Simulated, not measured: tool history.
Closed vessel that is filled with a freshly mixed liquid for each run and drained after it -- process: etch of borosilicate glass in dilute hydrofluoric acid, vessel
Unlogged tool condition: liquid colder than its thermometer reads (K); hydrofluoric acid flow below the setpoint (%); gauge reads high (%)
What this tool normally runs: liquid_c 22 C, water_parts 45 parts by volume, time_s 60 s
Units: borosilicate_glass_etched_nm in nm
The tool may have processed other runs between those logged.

run,hour,liquid_c,water_parts,time_s,wafers since the last listed run,hours since the thermometer was replaced,hours since the hydrofluoric acid flow meter was replaced,hours since the gauge calibration,"read-back film thickness of the borosilicate glass reference wafer, read on the same gauge (nm)",borosilicate_glass_etched_nm
1,0,19,45,60,0,1026.9,1054.8,38.8,149.97,23.8
2,10.8,19,45,60,1357,1037.7,1065.6,49.6,149.98,23.58
3,28.1,22,45,60,2175,1055,1082.9,66.9,150,26.96
4,38.9,22,45,60,1357,1065.8,1093.7,77.7,150.03,26.7
5,47.6,23,45,60,1093,1074.5,1102.4,86.4,150.02,27.9
6,53.8,23,45,60,779,1080.7,1108.6,92.6,150.04,27.86
7,70.7,22,45,60,2124,1097.6,1125.5,109.5,150.03,26.91
8,84,22,45,60,1672,1110.9,1138.8,122.8,150,26.53
# hour 91.1: hydrofluoric acid flow meter replaced
9,99.2,22,45,60,1785,1126.1,8.1,138,149.98,30.95
10,117,24.5,45,60,2238,1143.9,25.9,155.8,150.05,34.07
11,123,24.5,45,60,754,1149.9,31.9,161.8,149.99,33.9
12,134,24.5,45,60,1383,1160.9,42.9,172.8,150,34.08
13,147.5,23,45,60,1697,1174.4,56.4,186.3,150.04,31.91
14,162.4,24,45,60,1873,1189.3,71.3,201.2,149.97,33.23
# hour 163.5: gauge calibrated
15,171.3,24,55,70,1119,1198.2,80.2,7.8,149.98,31.09
# hour 177.7: thermometer replaced
16,178.7,19,45,60,804,1,87.6,15.2,150.02,29.26
17,193.8,22,45,35,1898,16.1,102.7,30.3,149.97,19.16
18,207.4,23.5,50,75,1710,29.7,116.3,43.9,150.02,39.08
19,224.6,25,40,60,2162,46.9,133.5,61.1,150.02,42.19
20,241.8,22,45,60,2162,64.1,150.7,78.3,150.03,32.55
21,254,20.5,50,70,1533,76.3,162.9,90.5,150.03,31.99
22,260.3,22,45,60,792,82.6,169.2,96.8,150.02,32.39
23,267.6,22,45,60,917,89.9,176.5,104.1,150.01,32.7
24,283.1,25.5,65,60,1948,105.4,192,119.6,150.02,25.26
25,295.1,26,45,60,1508,117.4,204,131.6,150.02,37.71

3 options for the next run, each taken on its own from the tool as it stands now. Forecast them:
A,295.8,22,40,60,88,118.1,204.7,132.3,?,?
B,295.8,22,45,70,88,118.1,204.7,132.3,?,?
C,295.8,23.5,40,75,88,118.1,204.7,132.3,?,?

run,"read-back film thickness of the borosilicate glass reference wafer, read on the same gauge (nm)",borosilicate_glass_etched_nm
A,149.98,36.61
B,149.98,37.72
C,149.98,48.74
With no hidden state in the tool, these same runs would have given:
run,borosilicate_glass_etched_nm
A,39.09
B,40.28
C,52.04

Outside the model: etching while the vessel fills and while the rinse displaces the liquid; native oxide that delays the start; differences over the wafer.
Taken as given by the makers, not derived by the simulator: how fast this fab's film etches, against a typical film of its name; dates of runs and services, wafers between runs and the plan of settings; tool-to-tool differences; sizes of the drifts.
